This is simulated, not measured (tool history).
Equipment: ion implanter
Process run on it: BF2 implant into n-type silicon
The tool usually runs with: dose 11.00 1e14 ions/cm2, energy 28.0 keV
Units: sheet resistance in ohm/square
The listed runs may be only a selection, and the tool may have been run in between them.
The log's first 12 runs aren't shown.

run,day,dose,energy,wafers since the last listed run,hours since the last dose calibration,hours since the extraction supply was calibrated,hours since the gauge calibration,"read-back reference wafer on the same gauge, sheet resistance",sheet resistance
13,18.183,12.08,20.0,283,166.5,1666.3,1243.3,141.76,150.43
14,19.462,11.00,28.0,511,197.2,1697.0,1274.0,141.95,140.24
15,20.171,11.00,28.0,283,214.2,1714.0,1291.0,141.88,139.13
# day 21.333: gauge calibrated
16,21.604,13.05,28.0,572,248.6,1748.4,6.5,142.24,130.66
17,22.617,11.00,33.0,404,272.9,1772.7,30.8,141.87,130.85
18,23.621,13.11,23.5,401,297.0,1796.8,54.9,141.85,139.12
19,24.400,9.94,25.5,311,315.7,1815.5,73.6,142.01,150.45
20,25.075,12.35,35.0,269,331.9,1831.7,89.8,142.09,122.37
21,29.138,12.53,32.0,1623,429.4,1929.2,187.3,142.08,126.49

Run 22 is up next; what results do you expect?
22,30.379,13.08,28.0,496,459.2,1959.0,217.1,?,?

read-back reference wafer on the same gauge, sheet resistance: 142.05
sheet resistance: 131.00 ohm/square
Were there no unlogged condition in the tool, this run, its random variation unchanged, would have produced sheet resistance 131.00 ohm/square.

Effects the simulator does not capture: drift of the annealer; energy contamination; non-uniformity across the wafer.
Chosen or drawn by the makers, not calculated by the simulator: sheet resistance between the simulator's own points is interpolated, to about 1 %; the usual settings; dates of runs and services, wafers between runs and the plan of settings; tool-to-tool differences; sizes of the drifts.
